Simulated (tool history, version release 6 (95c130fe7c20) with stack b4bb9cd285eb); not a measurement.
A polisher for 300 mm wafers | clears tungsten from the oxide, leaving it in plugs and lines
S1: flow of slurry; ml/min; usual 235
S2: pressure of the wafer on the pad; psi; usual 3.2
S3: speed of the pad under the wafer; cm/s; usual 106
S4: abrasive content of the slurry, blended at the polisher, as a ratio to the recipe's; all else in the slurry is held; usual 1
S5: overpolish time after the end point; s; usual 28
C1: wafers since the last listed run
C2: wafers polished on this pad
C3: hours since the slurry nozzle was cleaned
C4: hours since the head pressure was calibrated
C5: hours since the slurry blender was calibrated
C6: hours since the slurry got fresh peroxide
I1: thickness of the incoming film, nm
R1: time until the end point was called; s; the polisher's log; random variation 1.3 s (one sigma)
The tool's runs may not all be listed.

run    hour   S1   S2   S3    S4  S5    C1    C2     C3     C4     C5     C6     I1     R1
  1       0  235  3.2  106     1  28     0  1066  796.7   12.4  190.2   83.5  469.3  139.8
  2    79.7  290  3.2  106     1  28   521  1587  876.4   92.1  269.9  163.2  461.6  135.7
      147.3  -- slurry nozzle cleaned
  3   152.2  290  3.2  106     1  28   467  2055    4.9  164.6  342.4  235.7  470.7  141.3
  4   220.4  235  3.2  106   0.8  28   446  2501   73.1  232.8  410.6  303.9  469.9  151.3
      348.5  -- worn pad replaced by a new one
      435.1  -- slurry blender recalibrated
      463.7  -- slurry tank refilled with fresh slurry and peroxide
  5   481.7  235  3.2  106  0.85  28  1663   851  334.4  494.1   46.6     18  476.2  150.7
  6     588  235  3.2  106  0.85  28   695  1546  440.7  600.4  152.9  124.3    472  152.3
      609.9  -- head pressure recalibrated, repeated, since the last time left the tool worse
  7     664  235  3.2  106     1  23   484  2031  516.7   54.1  228.9  200.3  461.8  126.6
  8   746.7  235  3.2  106     1  28   540  2572  599.4  136.8  311.6    283    469  130.4
  9   792.8  160  2.6  106   0.9  28   301  2873  645.5  182.9  357.7  329.1  478.5    166
        848  -- worn pad replaced by a new one
 10   859.3  235  3.6  106     1  28   408    73    712  249.4  424.2  395.6  472.8  120.3
      919.8  -- slurry blender recalibrated
 11     951  235  2.8  106     1  28   586   660  803.7  341.1   31.2  487.3  471.5  145.3
      964.7  -- slurry tank refilled with fresh slurry and peroxide
        971  -- slurry nozzle cleaned
 12  1031.3  235  3.2  106     1  36   512  1172   60.3  421.4  111.5   66.6  460.1    129
 13  1121.4  235  3.2  138     1  20   589  1762  150.4  511.5  201.6  156.7  463.3    107
 14  1175.4  265  2.6   84     1  28   353  2115  204.4  565.5  255.6  210.7  469.8  185.7
 15  1252.4  165  3.6  124   0.9  28   503  2618  281.4  642.5  332.6  287.7  469.7  113.2
 16  1297.6  235  3.2  106   1.2  28   295  2914  326.6  687.7  377.8  332.9  474.2  129.2
 17  1351.7  235  3.2  106     1  28   353  3268  380.7  741.8  431.9    387  466.6    133
 18  1391.4  295  3.2  120  1.25  28   259  3528  420.4  781.5  471.6  426.7  471.8  113.9
     1402.3  -- slurry blender recalibrated
     1439.7  -- worn pad replaced by a new one
     1468.5  -- head pressure recalibrated
 19  1488.2  235  3.2  106     1  28   580   304  517.2   19.7   85.9  523.5    468  130.1
 20  1529.4  180  3.2  106     1  28   269   573  558.4   60.9  127.1  564.7  474.5  137.7
     1531.2  -- slurry tank refilled with fresh slurry and peroxide
 21  1627.7  300  3.2  106     1  28   636  1210  656.7  159.2  225.4   96.5  464.6  126.5
 22  1675.5  300  3.7  106   1.2  33   312  1522  704.5    207  273.2  144.3  472.5  108.6
 23  1739.8  235  3.2  106  0.75  28   420  1943  768.8  271.3  337.5  208.6  473.4  142.6
     1851.5  -- slurry nozzle cleaned
     1873.8  -- slurry blender recalibrated
 24  1896.3  235  3.2  106   1.2  28  1004  2947   44.8  427.8   22.5  365.1  469.7  128.8
       1973  -- worn pad replaced by a new one
 25  1986.7  215  3.2  122  1.15  38   565    89  135.2  518.2  112.9  455.5  476.5  119.2

Some steps in R1 between neighbouring runs. How much of each would the tool show without its hidden state too (settings, what came in, random variation), and how much is left for the hidden state, with any gauge scatter that isn't in both results?
The hidden state here: removal rate lost through wear of the pad, %; slurry flow missing at the pad, %; deviation of the head's pressure from its setpoint, %; abrasive missing from the slurry, %; peroxide lost from the slurry, %.
Run 6 -> 7: S4 0.85 -> 1, S5 28 -> 23, head pressure recalibrated, repeated, since the last time left the tool worse. R1 -25.7 s: hidden state -18.6, all else -7.1.
Run 13 -> 14: S1 235 -> 265, S2 3.2 -> 2.6, S3 138 -> 84, S5 20 -> 28. R1 +78.7 s: hidden state +2.9, all else +75.8.
Run 14 -> 15: S1 265 -> 165, S2 2.6 -> 3.6, S3 84 -> 124, S4 1 -> 0.9. R1 -72.5 s: hidden state -2.4, all else -70.1.
Run 18 -> 19: S1 295 -> 235, S3 120 -> 106, S4 1.25 -> 1, slurry blender recalibrated, worn pad replaced by a new one, head pressure recalibrated. R1 +16.2 s: hidden state -3.7, all else +19.9.

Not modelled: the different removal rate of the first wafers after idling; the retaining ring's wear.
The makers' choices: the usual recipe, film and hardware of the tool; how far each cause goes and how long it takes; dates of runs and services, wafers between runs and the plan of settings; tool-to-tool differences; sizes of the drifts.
